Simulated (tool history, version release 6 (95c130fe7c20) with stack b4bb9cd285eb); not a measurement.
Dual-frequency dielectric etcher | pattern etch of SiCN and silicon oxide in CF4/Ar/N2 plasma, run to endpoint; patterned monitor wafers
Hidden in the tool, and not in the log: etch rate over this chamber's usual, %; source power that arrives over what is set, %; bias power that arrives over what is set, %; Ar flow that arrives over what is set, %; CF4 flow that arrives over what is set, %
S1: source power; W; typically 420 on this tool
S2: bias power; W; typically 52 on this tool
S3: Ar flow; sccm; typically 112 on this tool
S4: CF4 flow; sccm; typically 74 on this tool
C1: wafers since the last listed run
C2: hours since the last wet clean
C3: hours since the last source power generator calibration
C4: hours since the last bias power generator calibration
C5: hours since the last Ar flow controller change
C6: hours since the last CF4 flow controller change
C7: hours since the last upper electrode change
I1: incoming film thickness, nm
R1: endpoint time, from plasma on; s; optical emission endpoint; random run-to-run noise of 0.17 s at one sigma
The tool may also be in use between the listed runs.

Run 1, hour 0: usual settings; C1 0; C2 258; C3 3427.3; C4 1997.6; C5 944.8; C6 5541.2; C7 1185; I1 15.65. Result: R1 20.8 s.
Run 2, hour 87.6: usual settings; C1 1218; C2 345.6; C3 3514.9; C4 2085.2; C5 1032.4; C6 5628.8; C7 1272.6; I1 15.61. Result: R1 20.5 s.
Run 3, hour 172.1: usual settings; C1 1174; C2 430.1; C3 3599.4; C4 2169.7; C5 1116.9; C6 5713.3; C7 1357.1; I1 15.65. Result: R1 20.7 s.
Run 4, hour 253.8: usual settings; C1 1136; C2 511.8; C3 3681.1; C4 2251.4; C5 1198.6; C6 5795; C7 1438.8; I1 15.64. Result: R1 20.4 s.
Run 5, hour 351.4: usual settings; C1 1357; C2 609.4; C3 3778.7; C4 2349; C5 1296.2; C6 5892.6; C7 1536.4; I1 15.72. Result: R1 20.6 s.
At hour 420.1: CF4 flow controller replaced.
At hour 469.5: wet clean of the chamber.
Run 6, hour 470: usual settings; C1 1231; C2 0.5; C3 3897.3; C4 2467.6; C5 1414.8; C6 49.9; C7 1655; I1 15.71. Result: R1 20.8 s.
At hour 532.8: source power generator calibrated.
Run 7, hour 553: usual settings; C1 1098; C2 83.5; C3 20.2; C4 2550.6; C5 1497.8; C6 132.9; C7 1738; I1 15.72. Result: R1 20.6 s.
At hour 583.6: bias power generator calibrated.
Run 8, hour 647.9: usual settings but S1 500 W, S2 44 W, S3 86 sccm, S4 57 sccm; C1 1263; C2 178.4; C3 115.1; C4 64.3; C5 1592.7; C6 227.8; C7 1832.9; I1 15.57. Result: R1 17.8 s.
Run 9, hour 702: usual settings but S1 380 W, S2 46 W, S3 138 sccm, S4 86 sccm; C1 752; C2 232.5; C3 169.2; C4 118.4; C5 1646.8; C6 281.9; C7 1887; I1 15.63. Result: R1 23.7 s.
Run 10, hour 768.5: usual settings but S1 380 W; C1 924; C2 299; C3 235.7; C4 184.9; C5 1713.3; C6 348.4; C7 1953.5; I1 15.81. Result: R1 23.6 s.
Run 11, hour 868.3: usual settings but S1 460 W, S3 136 sccm, S4 69 sccm; C1 1387; C2 398.8; C3 335.5; C4 284.7; C5 1813.1; C6 448.2; C7 2053.3; I1 15.85. Result: R1 19.5 s.
Run 12, hour 963.1: usual settings; C1 1318; C2 493.6; C3 430.3; C4 379.5; C5 1907.9; C6 543; C7 2148.1; I1 15.67. Result: R1 20.8 s.
At hour 1019.8: wet clean of the chamber.
Run 13, hour 1057.2: usual settings but S1 490 W, S2 62 W, S3 87 sccm; C1 974; C2 37.4; C3 524.4; C4 473.6; C5 2002; C6 637.1; C7 2242.2; I1 15.64. Result: R1 16.2 s.
Run 14, hour 1160.4: usual settings but S1 330 W, S2 40 W, S4 84 sccm; C1 1434; C2 140.6; C3 627.6; C4 576.8; C5 2105.2; C6 740.3; C7 2345.4; I1 15.71. Result: R1 28.8 s.
At hour 1177.7: Ar flow controller replaced.
Run 15, hour 1267.1: usual settings but S2 40 W, S3 136 sccm, S4 80 sccm; C1 1400; C2 247.3; C3 734.3; C4 683.5; C5 89.4; C6 847; C7 2452.1; I1 15.55. Result: R1 21.9 s.
At hour 1394.3: upper electrode replaced.
Run 16, hour 1394.8: usual settings but S1 470 W, S2 40 W, S4 65 sccm; C1 1441; C2 375; C3 862; C4 811.2; C5 217.1; C6 974.7; C7 0.5; I1 15.88. Result: R1 20.3 s.
Run 17, hour 1462.6: usual settings but S3 92 sccm, S4 81 sccm; C1 942; C2 442.8; C3 929.8; C4 879; C5 284.9; C6 1042.5; C7 68.3; I1 15.74. Result: R1 19.9 s.
Run 18, hour 1518.3: usual settings but S1 360 W; C1 774; C2 498.5; C3 985.5; C4 934.7; C5 340.6; C6 1098.2; C7 124; I1 15.8. Result: R1 24.7 s.
At hour 1614.7: wet clean of the chamber.
Run 19, hour 1764.6: usual settings; C1 3091; C2 149.9; C3 1231.8; C4 1181; C5 586.9; C6 1344.5; C7 370.3; I1 15.68. Result: R1 20.5 s.
Run 20, hour 1813.7: usual settings but S1 480 W; C1 682; C2 199; C3 1280.9; C4 1230.1; C5 636; C6 1393.6; C7 419.4; I1 15.75. Result: R1 18 s.
Run 21, hour 1850: usual settings but S1 350 W, S2 47 W, S3 120 sccm, S4 88 sccm; C1 504; C2 235.3; C3 1317.2; C4 1266.4; C5 672.3; C6 1429.9; C7 455.7; I1 15.76. Result: R1 25.8 s.
Run 22, hour 1957: usual settings but S3 129 sccm; C1 1487; C2 342.3; C3 1424.2; C4 1373.4; C5 779.3; C6 1536.9; C7 562.7; I1 15.61. Result: R1 21 s.
Run 23, hour 2005.1: usual settings but S1 490 W, S3 129 sccm; C1 668; C2 390.4; C3 1472.3; C4 1421.5; C5 827.4; C6 1585; C7 610.8; I1 15.64. Result: R1 17.3 s.
Run 24, hour 2070.9: usual settings but S4 69 sccm; C1 914; C2 456.2; C3 1538.1; C4 1487.3; C5 893.2; C6 1650.8; C7 676.6; I1 15.83. Result: R1 21.2 s.
At hour 2165.1: wet clean of the chamber.
Run 25, hour 2165.6: usual settings; C1 983; C2 0.5; C3 1632.8; C4 1582; C5 987.9; C6 1745.5; C7 771.3; I1 15.77. Result: R1 20.7 s.

What if the next run were any one of these 3? Each begins from the tool's condition after run 25:
Run A, hour 2166: usual settings; C1 5; C2 0.9; C3 1633.2; C4 1582.4; C5 988.3; C6 1745.9; C7 771.7; I1 15.68. Result: R1 ?.
Run B, hour 2166: usual settings but S3 124 sccm, S4 82 sccm; C1 5; C2 0.9; C3 1633.2; C4 1582.4; C5 988.3; C6 1745.9; C7 771.7; I1 15.68. Result: R1 ?.
Run C, hour 2166: usual settings but S1 380 W, S3 85 sccm, S4 60 sccm; C1 5; C2 0.9; C3 1633.2; C4 1582.4; C5 988.3; C6 1745.9; C7 771.7; I1 15.68. Result: R1 ?.

run    R1
  A  20.4
  B  20.2
  C  23.1
Without the tool's unlogged condition, the same runs would have read:
run    R1
  A  20.4
  B  20.2
  C  23.1

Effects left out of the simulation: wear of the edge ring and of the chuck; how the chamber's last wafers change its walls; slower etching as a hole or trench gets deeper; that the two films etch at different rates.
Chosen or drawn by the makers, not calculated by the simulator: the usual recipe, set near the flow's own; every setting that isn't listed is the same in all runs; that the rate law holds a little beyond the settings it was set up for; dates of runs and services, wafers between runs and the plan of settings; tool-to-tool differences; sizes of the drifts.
